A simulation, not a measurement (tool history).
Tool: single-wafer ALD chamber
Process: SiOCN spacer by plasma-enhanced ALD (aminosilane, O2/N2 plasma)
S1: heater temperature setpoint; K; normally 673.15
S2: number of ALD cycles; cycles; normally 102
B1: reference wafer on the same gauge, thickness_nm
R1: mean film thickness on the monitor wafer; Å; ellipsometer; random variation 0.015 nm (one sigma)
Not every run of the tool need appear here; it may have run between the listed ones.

run	day	S1	S2	B1	R1
1	0	673.15	102	6.392	58.46
2	1.625	673.15	102	6.387	58.27
3	3.471	673.15	102	6.382	57.92
4	5.492	673.15	102	6.381	58.4
5	6.988	673.15	102	6.368	58.16
6	9.854	673.15	89	6.37	50.66
7	11.688	673.15	89	6.364	50.72
8	12.762	673.15	89	6.366	50.74
9	14.529	663.15	114	6.357	64.73
# day 15.038: gauge calibrated
10	15.833	673.15	102	6.434	58.85
11	16.879	680.15	121	6.425	68.53
12	19.346	687.15	94	6.425	51.97
13	21.088	677.15	113	6.421	64.62
14	22.629	683.15	118	6.415	66.04
# day 23.196: thermocouple changed; heater temperature recalibrated
15	25.6	673.15	102	6.414	58.37
16	29.017	681.15	115	6.396	64.52

Here are 4 independent what-if runs from the current tool condition. What would each one return?
A	29.042	673.15	102	?	?
B	29.042	679.15	95	?	?
C	29.042	665.15	83	?	?
D	29.042	668.15	102	?	?

run	B1	R1
A	6.402	58.37
B	6.402	53.51
C	6.402	47.5
D	6.402	58.37
Without the tool's unlogged condition, the same runs would have read:
run	R1
A	58.63
B	53.74
C	47.71
D	58.63
